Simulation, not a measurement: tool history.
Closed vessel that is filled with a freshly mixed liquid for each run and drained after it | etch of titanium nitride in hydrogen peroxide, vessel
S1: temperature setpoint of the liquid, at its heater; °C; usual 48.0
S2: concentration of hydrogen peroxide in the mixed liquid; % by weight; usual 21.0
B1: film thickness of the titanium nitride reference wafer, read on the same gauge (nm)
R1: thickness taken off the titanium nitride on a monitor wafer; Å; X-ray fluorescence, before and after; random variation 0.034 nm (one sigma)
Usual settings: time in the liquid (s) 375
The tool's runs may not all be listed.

run 1 hour=0.0 | S1=48.0 S2=21.0 time_in_the_liquid_(s)=375 | B1=130.02 | R1=76.5
-- hour=17.8 peroxide flow meter replaced
-- hour=37.4 new drum of peroxide connected
run 2 hour=71.2 | S1=48.0 S2=21.0 time_in_the_liquid_(s)=545 | B1=130.05 | R1=112.7
run 3 hour=115.8 | S1=48.0 S2=21.0 time_in_the_liquid_(s)=545 | B1=130.03 | R1=113.5
run 4 hour=178.9 | S1=48.0 S2=16.5 time_in_the_liquid_(s)=375 | B1=129.99 | R1=73.4
run 5 hour=218.1 | S1=48.0 S2=16.5 time_in_the_liquid_(s)=375 | B1=129.99 | R1=73.7
run 6 hour=281.8 | S1=48.0 S2=16.5 time_in_the_liquid_(s)=375 | B1=130.05 | R1=73.8
run 7 hour=320.7 | S1=48.0 S2=21.0 time_in_the_liquid_(s)=375 | B1=129.99 | R1=77.4
run 8 hour=386.0 | S1=48.0 S2=21.0 time_in_the_liquid_(s)=375 | B1=130.02 | R1=77.5
run 9 hour=430.3 | S1=48.0 S2=21.0 time_in_the_liquid_(s)=375 | B1=130.03 | R1=77.1
run 10 hour=470.8 | S1=48.0 S2=24.0 time_in_the_liquid_(s)=375 | B1=130.01 | R1=79.6
run 11 hour=525.2 | S1=48.0 S2=21.0 time_in_the_liquid_(s)=375 | B1=130.02 | R1=77.0
run 12 hour=593.5 | S1=48.0 S2=21.0 time_in_the_liquid_(s)=375 | B1=130.03 | R1=76.3
-- hour=652.3 thermometer replaced
run 13 hour=657.3 | S1=52.5 S2=21.0 time_in_the_liquid_(s)=375 | B1=129.93 | R1=105.9
run 14 hour=694.7 | S1=48.0 S2=21.0 time_in_the_liquid_(s)=240 | B1=130.04 | R1=49.1
-- hour=746.9 new drum of peroxide connected
run 15 hour=762.6 | S1=48.0 S2=24.5 time_in_the_liquid_(s)=375 | B1=129.99 | R1=80.6
run 16 hour=798.4 | S1=50.5 S2=27.0 time_in_the_liquid_(s)=190 | B1=130.01 | R1=49.9
-- hour=808.0 peroxide flow meter replaced
run 17 hour=857.6 | S1=51.5 S2=25.0 time_in_the_liquid_(s)=540 | B1=129.99 | R1=149.4
run 18 hour=882.6 | S1=51.5 S2=14.5 time_in_the_liquid_(s)=595 | B1=130.01 | R1=147.3
run 19 hour=947.1 | S1=44.0 S2=26.5 time_in_the_liquid_(s)=525 | B1=130.02 | R1=85.1
-- hour=951.6 gauge calibrated
run 20 hour=979.6 | S1=48.0 S2=26.0 time_in_the_liquid_(s)=375 | B1=130.00 | R1=81.8
run 21 hour=1006.2 | S1=48.0 S2=21.0 time_in_the_liquid_(s)=375 | B1=129.98 | R1=77.6
run 22 hour=1075.9 | S1=48.0 S2=21.0 time_in_the_liquid_(s)=375 | B1=130.01 | R1=77.9
run 23 hour=1132.9 | S1=51.0 S2=25.0 time_in_the_liquid_(s)=250 | B1=129.99 | R1=66.6
run 24 hour=1186.5 | S1=52.5 S2=26.0 time_in_the_liquid_(s)=375 | B1=130.01 | R1=111.5
run 25 hour=1233.3 | S1=48.0 S2=21.0 time_in_the_liquid_(s)=375 | B1=130.01 | R1=77.2
run 26 hour=1284.7 | S1=48.0 S2=21.0 time_in_the_liquid_(s)=375 | B1=130.03 | R1=77.5
run 27 hour=1350.8 | S1=39.0 S2=25.5 time_in_the_liquid_(s)=375 | B1=130.00 | R1=40.7
-- hour=1372.7 new drum of peroxide connected
run 28 hour=1394.3 | S1=44.0 S2=21.0 time_in_the_liquid_(s)=515 | B1=129.93 | R1=79.6

Forecast each of these 5 alternatives for the next run:
run A hour=1395.1 | S1=48.0 S2=21.0 time_in_the_liquid_(s)=375 | B1=? | R1=?
run B hour=1395.1 | S1=39.0 S2=21.0 time_in_the_liquid_(s)=580 | B1=? | R1=?
run C hour=1395.1 | S1=51.0 S2=21.0 time_in_the_liquid_(s)=375 | B1=? | R1=?
run D hour=1395.1 | S1=48.0 S2=26.0 time_in_the_liquid_(s)=470 | B1=? | R1=?
run E hour=1395.1 | S1=51.0 S2=24.0 time_in_the_liquid_(s)=290 | B1=? | R1=?

run=A B1=130.00 R1=78.7
run=B B1=130.00 R1=61.9
run=C B1=130.00 R1=97.9
run=D B1=130.00 R1=103.4
run=E B1=130.00 R1=77.9
Without the tool's hidden state the same runs would have given:
run=A R1=78.8
run=B R1=61.9
run=C R1=97.9
run=D R1=103.4
run=E R1=77.9
